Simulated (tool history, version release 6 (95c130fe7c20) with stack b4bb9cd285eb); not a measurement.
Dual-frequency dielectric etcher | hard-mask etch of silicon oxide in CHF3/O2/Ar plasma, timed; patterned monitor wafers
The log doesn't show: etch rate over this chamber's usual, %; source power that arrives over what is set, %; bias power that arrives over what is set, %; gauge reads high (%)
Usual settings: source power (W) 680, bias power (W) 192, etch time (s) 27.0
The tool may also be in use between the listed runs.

| run | hour | source power (W) | bias power (W) | etch time (s) | wafers since the last listed run | hours since the last wet clean | hours since the last source power generator calibration | hours since the last bias power generator calibration | hours since the last upper electrode change | hours since the gauge calibration | read-back reference wafer on the same gauge, depth_nm | mean etch depth across the wafer (Å) |
|---|---|---|---|---|---|---|---|---|---|---|---|---|
| 1 | 0.0 | 680 | 192 | 27.0 | 0 | 0.5 | 3039.1 | 2107.3 | 1951.7 | 223.4 | 60.7 | 578 |
| 2 | 0.3 | 680 | 192 | 27.0 | 4 | 0.8 | 3039.4 | 2107.6 | 1952.0 | 223.7 | 60.7 | 580 |
| 3 | 18.7 | 680 | 192 | 27.0 | 281 | 19.2 | 3057.8 | 2126.0 | 1970.4 | 242.1 | 60.7 | 583 |
|  | 77.4 | bias power generator calibrated |
| 4 | 122.2 | 680 | 192 | 27.0 | 1523 | 122.7 | 3161.3 | 44.8 | 2073.9 | 345.6 | 60.7 | 581 |
| 5 | 150.7 | 680 | 192 | 27.0 | 436 | 151.2 | 3189.8 | 73.3 | 2102.4 | 374.1 | 60.7 | 577 |
| 6 | 177.8 | 680 | 192 | 27.0 | 415 | 178.3 | 3216.9 | 100.4 | 2129.5 | 401.2 | 60.7 | 577 |
| 7 | 198.2 | 750 | 192 | 32.5 | 312 | 198.7 | 3237.3 | 120.8 | 2149.9 | 421.6 | 60.7 | 723 |
| 8 | 218.3 | 800 | 192 | 31.0 | 307 | 218.8 | 3257.4 | 140.9 | 2170.0 | 441.7 | 60.7 | 704 |
| 9 | 241.8 | 760 | 192 | 27.0 | 359 | 242.3 | 3280.9 | 164.4 | 2193.5 | 465.2 | 60.6 | 607 |
| 10 | 261.8 | 580 | 192 | 24.5 | 306 | 262.3 | 3300.9 | 184.4 | 2213.5 | 485.2 | 60.6 | 508 |
| 11 | 297.5 | 680 | 161 | 29.5 | 546 | 298.0 | 3336.6 | 220.1 | 2249.2 | 520.9 | 60.8 | 590 |
|  | 304.6 | gauge calibrated |
| 12 | 321.9 | 680 | 192 | 24.5 | 373 | 322.4 | 3361.0 | 244.5 | 2273.6 | 17.3 | 60.7 | 529 |
| 13 | 349.4 | 770 | 173 | 27.0 | 421 | 349.9 | 3388.5 | 272.0 | 2301.1 | 44.8 | 60.8 | 581 |
| 14 | 382.1 | 680 | 192 | 27.0 | 500 | 382.6 | 3421.2 | 304.7 | 2333.8 | 77.5 | 60.7 | 582 |
|  | 419.2 | wet clean of the chamber |
| 15 | 419.7 | 760 | 229 | 32.0 | 208 | 0.5 | 3458.8 | 342.3 | 2371.4 | 115.1 | 60.7 | 765 |
| 16 | 420.1 | 560 | 192 | 27.0 | 6 | 0.9 | 3459.2 | 342.7 | 2371.8 | 115.5 | 60.7 | 545 |
| 17 | 432.2 | 820 | 192 | 27.0 | 185 | 13.0 | 3471.3 | 354.8 | 2383.9 | 127.6 | 60.8 | 620 |
|  | 457.6 | upper electrode replaced |
| 18 | 460.3 | 750 | 216 | 19.0 | 62 | 41.1 | 3499.4 | 382.9 | 2.7 | 155.7 | 60.9 | 447 |
|  | 467.5 | source power generator calibrated |
| 19 | 473.0 | 680 | 192 | 27.0 | 133 | 53.8 | 5.5 | 395.6 | 15.4 | 168.4 | 60.7 | 585 |
| 20 | 519.7 | 680 | 151 | 32.5 | 715 | 100.5 | 52.2 | 442.3 | 62.1 | 215.1 | 60.6 | 637 |
| 21 | 545.3 | 680 | 192 | 27.0 | 392 | 126.1 | 77.8 | 467.9 | 87.7 | 240.7 | 60.7 | 583 |
| 22 | 567.1 | 570 | 192 | 24.5 | 333 | 147.9 | 99.6 | 489.7 | 109.5 | 262.5 | 60.6 | 501 |
| 23 | 580.2 | 680 | 192 | 27.0 | 200 | 161.0 | 112.7 | 502.8 | 122.6 | 275.6 | 60.8 | 582 |
| 24 | 610.9 | 840 | 206 | 19.5 | 470 | 191.7 | 143.4 | 533.5 | 153.3 | 306.3 | 60.8 | 464 |
| 25 | 636.3 | 680 | 192 | 27.0 | 389 | 217.1 | 168.8 | 558.9 | 178.7 | 331.7 | 60.8 | 581 |
| 26 | 651.3 | 680 | 192 | 32.0 | 229 | 232.1 | 183.8 | 573.9 | 193.7 | 346.7 | 60.6 | 687 |
| 27 | 675.2 | 680 | 192 | 27.0 | 366 | 256.0 | 207.7 | 597.8 | 217.6 | 370.6 | 60.6 | 580 |
| 28 | 699.2 | 680 | 192 | 20.0 | 367 | 280.0 | 231.7 | 621.8 | 241.6 | 394.6 | 60.7 | 431 |
| 29 | 721.2 | 780 | 192 | 31.0 | 336 | 302.0 | 253.7 | 643.8 | 263.6 | 416.6 | 60.7 | 699 |

Forecast each of these 5 alternatives for the next run:
| A | 721.6 | 610 | 192 | 27.0 | 6 | 302.4 | 254.1 | 644.2 | 264.0 | 417.0 | ? | ? |
| B | 721.6 | 820 | 224 | 27.0 | 6 | 302.4 | 254.1 | 644.2 | 264.0 | 417.0 | ? | ? |
| C | 721.6 | 820 | 219 | 27.0 | 6 | 302.4 | 254.1 | 644.2 | 264.0 | 417.0 | ? | ? |
| D | 721.6 | 560 | 205 | 23.5 | 6 | 302.4 | 254.1 | 644.2 | 264.0 | 417.0 | ? | ? |
| E | 721.6 | 780 | 192 | 25.0 | 6 | 302.4 | 254.1 | 644.2 | 264.0 | 417.0 | ? | ? |

| run | read-back reference wafer on the same gauge, depth_nm | mean etch depth across the wafer (Å) |
|---|---|---|
| A | 60.7 | 563 |
| B | 60.7 | 655 |
| C | 60.7 | 649 |
| D | 60.7 | 490 |
| E | 60.7 | 562 |
Without the tool's hidden state the same runs would have given:
| run | mean etch depth across the wafer (Å) |
|---|---|
| A | 563 |
| B | 655 |
| C | 649 |
| D | 490 |
| E | 562 |
